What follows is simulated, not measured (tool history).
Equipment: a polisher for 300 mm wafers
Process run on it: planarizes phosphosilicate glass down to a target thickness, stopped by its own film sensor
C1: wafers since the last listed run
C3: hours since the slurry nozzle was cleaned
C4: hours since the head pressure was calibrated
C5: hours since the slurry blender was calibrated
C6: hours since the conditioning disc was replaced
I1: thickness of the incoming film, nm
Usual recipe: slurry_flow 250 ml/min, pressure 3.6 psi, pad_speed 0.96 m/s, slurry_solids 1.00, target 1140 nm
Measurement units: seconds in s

{"run": 1, "hour": 0.0, "slurry_flow": 285, "pressure": 3.6, "pad_speed": 0.96, "slurry_solids": 1.0, "target": 1140, "C1": 0, "wafers polished on this pad": 4220, "C3": 610.7, "C4": 397.1, "C5": 99.8, "C6": 647.1, "I1": 2239.1, "seconds": 99.2}
{"run": 2, "hour": 62.7, "slurry_flow": 285, "pressure": 3.6, "pad_speed": 0.96, "slurry_solids": 1.0, "target": 1140, "C1": 627, "wafers polished on this pad": 4848, "C3": 673.4, "C4": 459.8, "C5": 162.5, "C6": 709.8, "I1": 2236.9, "seconds": 96.1}
{"hour": 98.7, "done": "conditioning disc replaced and pad reconditioned"}
{"hour": 102.4, "done": "slurry nozzle cleaned"}
{"run": 3, "hour": 102.9, "slurry_flow": 250, "pressure": 3.6, "pad_speed": 0.96, "slurry_solids": 1.0, "target": 1140, "C1": 372, "wafers polished on this pad": 5220, "C3": 0.5, "C4": 500.0, "C5": 202.7, "C6": 4.2, "I1": 2198.3, "seconds": 95.4}
{"hour": 158.3, "done": "worn pad replaced by a new one"}
{"run": 4, "hour": 197.7, "slurry_flow": 170, "pressure": 3.6, "pad_speed": 0.96, "slurry_solids": 1.0, "target": 1140, "C1": 909, "wafers polished on this pad": 394, "C3": 95.3, "C4": 594.8, "C5": 297.5, "C6": 99.0, "I1": 2242.1, "seconds": 101.9}
{"run": 5, "hour": 244.0, "slurry_flow": 250, "pressure": 3.6, "pad_speed": 0.96, "slurry_solids": 1.0, "target": 1140, "C1": 463, "wafers polished on this pad": 858, "C3": 141.6, "C4": 641.1, "C5": 343.8, "C6": 145.3, "I1": 2213.6, "seconds": 97.7}
{"run": 6, "hour": 281.9, "slurry_flow": 250, "pressure": 3.6, "pad_speed": 0.96, "slurry_solids": 1.0, "target": 1404, "C1": 379, "wafers polished on this pad": 1237, "C3": 179.5, "C4": 679.0, "C5": 381.7, "C6": 183.2, "I1": 2237.8, "seconds": 74.1}
{"run": 7, "hour": 349.5, "slurry_flow": 250, "pressure": 3.6, "pad_speed": 0.96, "slurry_solids": 1.0, "target": 1140, "C1": 676, "wafers polished on this pad": 1914, "C3": 247.1, "C4": 746.6, "C5": 449.3, "C6": 250.8, "I1": 2211.4, "seconds": 96.1}
{"run": 8, "hour": 393.1, "slurry_flow": 250, "pressure": 3.6, "pad_speed": 0.96, "slurry_solids": 1.1, "target": 1140, "C1": 436, "wafers polished on this pad": 2351, "C3": 290.7, "C4": 790.2, "C5": 492.9, "C6": 294.4, "I1": 2247.5, "seconds": 93.6}
{"run": 9, "hour": 462.1, "slurry_flow": 250, "pressure": 3.6, "pad_speed": 0.96, "slurry_solids": 1.0, "target": 1442, "C1": 690, "wafers polished on this pad": 3042, "C3": 359.7, "C4": 859.2, "C5": 561.9, "C6": 363.4, "I1": 2248.9, "seconds": 73.7}
{"run": 10, "hour": 529.8, "slurry_flow": 180, "pressure": 4.0, "pad_speed": 1.28, "slurry_solids": 1.3, "target": 1140, "C1": 677, "wafers polished on this pad": 3719, "C3": 427.4, "C4": 926.9, "C5": 629.6, "C6": 431.1, "I1": 2198.1, "seconds": 68.9}
{"run": 11, "hour": 580.0, "slurry_flow": 250, "pressure": 3.6, "pad_speed": 0.96, "slurry_solids": 1.0, "target": 905, "C1": 502, "wafers polished on this pad": 4222, "C3": 477.6, "C4": 977.1, "C5": 679.8, "C6": 481.3, "I1": 2230.5, "seconds": 117.0}
{"hour": 626.1, "done": "slurry blender recalibrated"}
{"run": 12, "hour": 664.8, "slurry_flow": 250, "pressure": 3.6, "pad_speed": 0.96, "slurry_solids": 1.0, "target": 1140, "C1": 829, "wafers polished on this pad": 5051, "C3": 562.4, "C4": 1061.9, "C5": 38.7, "C6": 566.1, "I1": 2227.4, "seconds": 96.2}
{"run": 13, "hour": 703.7, "slurry_flow": 250, "pressure": 3.6, "pad_speed": 0.76, "slurry_solids": 1.0, "target": 1140, "C1": 389, "wafers polished on this pad": 5441, "C3": 601.3, "C4": 1100.8, "C5": 77.6, "C6": 605.0, "I1": 2257.8, "seconds": 111.4}
{"hour": 733.0, "done": "conditioning disc replaced and pad reconditioned"}
{"hour": 748.1, "done": "worn pad replaced by a new one"}
{"run": 14, "hour": 769.0, "slurry_flow": 250, "pressure": 3.6, "pad_speed": 1.16, "slurry_solids": 0.7, "target": 1404, "C1": 593, "wafers polished on this pad": 209, "C3": 666.6, "C4": 1166.1, "C5": 142.9, "C6": 36.0, "I1": 2176.4, "seconds": 77.4}
{"hour": 798.2, "done": "slurry nozzle cleaned"}
{"run": 15, "hour": 861.2, "slurry_flow": 170, "pressure": 2.8, "pad_speed": 1.16, "slurry_solids": 1.15, "target": 1140, "C1": 913, "wafers polished on this pad": 1122, "C3": 63.0, "C4": 1258.3, "C5": 235.1, "C6": 128.2, "I1": 2258.6, "seconds": 109.5}
{"run": 16, "hour": 940.1, "slurry_flow": 295, "pressure": 3.6, "pad_speed": 0.96, "slurry_solids": 1.0, "target": 1140, "C1": 789, "wafers polished on this pad": 1912, "C3": 141.9, "C4": 1337.2, "C5": 314.0, "C6": 207.1, "I1": 2211.8, "seconds": 95.0}
{"run": 17, "hour": 993.9, "slurry_flow": 180, "pressure": 4.8, "pad_speed": 0.96, "slurry_solids": 1.0, "target": 1140, "C1": 538, "wafers polished on this pad": 2450, "C3": 195.7, "C4": 1391.0, "C5": 367.8, "C6": 260.9, "I1": 2215.8, "seconds": 78.7}
{"hour": 1186.7, "done": "head pressure recalibrated"}
{"run": 18, "hour": 1190.1, "slurry_flow": 250, "pressure": 3.6, "pad_speed": 0.96, "slurry_solids": 1.0, "target": 1140, "C1": 1944, "wafers polished on this pad": 4395, "C3": 391.9, "C4": 3.4, "C5": 564.0, "C6": 457.1, "I1": 2214.7, "seconds": 95.9}
{"hour": 1262.7, "done": "slurry blender recalibrated"}
{"run": 19, "hour": 1264.1, "slurry_flow": 275, "pressure": 3.6, "pad_speed": 0.96, "slurry_solids": 0.8, "target": 1140, "C1": 720, "wafers polished on this pad": 5116, "C3": 465.9, "C4": 77.4, "C5": 1.4, "C6": 531.1, "I1": 2229.8, "seconds": 109.4}
{"run": 20, "hour": 1336.4, "slurry_flow": 250, "pressure": 3.6, "pad_speed": 0.96, "slurry_solids": 1.0, "target": 1140, "C1": 723, "wafers polished on this pad": 5840, "C3": 538.2, "C4": 149.7, "C5": 73.7, "C6": 603.4, "I1": 2249.7, "seconds": 100.1}
{"hour": 1424.7, "done": "worn pad replaced by a new one"}
{"run": 21, "hour": 1425.2, "slurry_flow": 285, "pressure": 3.6, "pad_speed": 0.64, "slurry_solids": 1.0, "target": 813, "C1": 849, "wafers polished on this pad": 4, "C3": 627.0, "C4": 238.5, "C5": 162.5, "C6": 692.2, "I1": 2218.9, "seconds": 147.3}
{"hour": 1477.1, "done": "conditioning disc replaced and pad reconditioned"}
{"run": 22, "hour": 1506.7, "slurry_flow": 250, "pressure": 3.6, "pad_speed": 0.96, "slurry_solids": 0.75, "target": 877, "C1": 795, "wafers polished on this pad": 800, "C3": 708.5, "C4": 320.0, "C5": 244.0, "C6": 29.6, "I1": 2228.2, "seconds": 142.7}
{"hour": 1549.7, "done": "slurry nozzle cleaned"}
{"run": 23, "hour": 1717.0, "slurry_flow": 250, "pressure": 3.6, "pad_speed": 0.96, "slurry_solids": 1.0, "target": 1310, "C1": 2095, "wafers polished on this pad": 2896, "C3": 167.3, "C4": 530.3, "C5": 454.3, "C6": 239.9, "I1": 2188.5, "seconds": 77.8}
{"run": 24, "hour": 1822.8, "slurry_flow": 325, "pressure": 3.6, "pad_speed": 0.66, "slurry_solids": 1.2, "target": 917, "C1": 1059, "wafers polished on this pad": 3955, "C3": 273.1, "C4": 636.1, "C5": 560.1, "C6": 345.7, "I1": 2230.1, "seconds": 128.7}

The tool's hidden state at each run:
removal rate lost through wear of the pad, %: 0 at every run
slurry flow missing at the pad, %: 0 at every run
deviation of the head's pressure from its setpoint, %: 0 at every run
abrasive missing from the slurry, %: 0 at every run
time polished since the conditioner stopped cutting, s: 0 at every run
